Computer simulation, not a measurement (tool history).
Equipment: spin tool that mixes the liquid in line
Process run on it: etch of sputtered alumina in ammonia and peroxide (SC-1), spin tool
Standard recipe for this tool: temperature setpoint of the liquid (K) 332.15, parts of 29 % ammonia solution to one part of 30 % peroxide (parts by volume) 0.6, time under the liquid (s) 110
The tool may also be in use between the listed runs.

run    hour  temperature setpoint of the liquid (K)  parts of 29 % ammonia solution to one part of 30 % peroxide (parts by volume)  time under the liquid (s)  read-back film thickness of the sputtered alumina reference wafer, read on the same gauge (nm)  thickness taken off the sputtered alumina on a monitor wafer (Å)
  1       0                                  330.15                                                                            0.6                         65                                                                                           73.17                                                                78
       44.8  -- new drum of ammonia solution connected
  2    61.3                                  330.15                                                                            0.6                         65                                                                                           73.18                                                                78
      106.8  -- thermometer replaced
  3     125                                  339.15                                                                           0.75                         55                                                                                           73.24                                                             105.9
  4     194                                  322.65                                                                            0.6                        110                                                                                           73.28                                                              87.4
  5   264.5                                  324.65                                                                            0.6                         75                                                                                           73.34                                                              66.6
  6   320.5                                  332.15                                                                            0.6                        110                                                                                           73.37                                                             144.5
  7   346.3                                  332.15                                                                            0.6                         65                                                                                           73.35                                                              86.9
      346.4  -- gauge calibrated
  8   400.5                                  332.15                                                                            0.6                        110                                                                                           71.43                                                             142.7
  9   458.7                                  332.15                                                                            0.8                        145                                                                                           71.85                                                             196.3
 10     484                                  332.15                                                                            0.6                        110                                                                                           72.03                                                             142.6
      511.7  -- heated supply line repaired
      531.9  -- new drum of ammonia solution connected
 11   540.9                                  335.15                                                                            0.5                         90                                                                                           72.37                                                             134.5
 12   590.1                                  340.15                                                                            0.6                        140                                                                                           72.64                                                             274.1
 13   638.4                                  332.15                                                                            0.6                        110                                                                                           72.89                                                               146
      660.9  -- ammonia flow meter replaced
 14   680.6                                  332.15                                                                            0.6                        110                                                                                           73.07                                                             146.2
 15     745                                  335.15                                                                           0.35                         70                                                                                           73.33                                                             101.3
 16   783.3                                  332.15                                                                            0.6                        110                                                                                           73.45                                                             149.2
 17   833.1                                  340.65                                                                            0.6                        110                                                                                           73.65                                                             226.9
 18     876                                  332.15                                                                            0.6                        110                                                                                           73.74                                                             149.2
 19   934.9                                  341.65                                                                           0.45                        110                                                                                            73.9                                                             229.2
        960  -- new drum of ammonia solution connected
 20   997.9                                  324.65                                                                           0.35                        160                                                                                           74.05                                                               136
 21  1030.4                                  337.15                                                                           0.75                        110                                                                                            74.1                                                             195.8
 22  1087.3                                  336.65                                                                            0.3                        155                                                                                           74.23                                                             245.3
 23    1139                                  332.15                                                                            0.6                        110                                                                                            74.3                                                             146.8
 24  1164.7                                  332.15                                                                            0.4                         75                                                                                           74.35                                                              99.6
 25  1217.3                                  325.65                                                                           0.75                         70                                                                                           74.43                                                              68.4

What if the next run were any one of these 3? Each begins from the tool's condition after run 25:
  A  1217.7                                  332.15                                                                            0.6                        110                                                                                               ?                                                                 ?
  B  1217.7                                  325.65                                                                            0.6                        110                                                                                               ?                                                                 ?
  C  1217.7                                  332.15                                                                            0.7                        110                                                                                               ?                                                                 ?

run  read-back film thickness of the sputtered alumina reference wafer, read on the same gauge (nm)  thickness taken off the sputtered alumina on a monitor wafer (Å)
  A                                                                                           74.41                                                             147.7
  B                                                                                           74.41                                                             104.7
  C                                                                                           74.41                                                             149.9
With no hidden state in the tool, these same runs would have given:
run  thickness taken off the sputtered alumina on a monitor wafer (Å)
  A                                                               139
  B                                                              98.5
  C                                                               141

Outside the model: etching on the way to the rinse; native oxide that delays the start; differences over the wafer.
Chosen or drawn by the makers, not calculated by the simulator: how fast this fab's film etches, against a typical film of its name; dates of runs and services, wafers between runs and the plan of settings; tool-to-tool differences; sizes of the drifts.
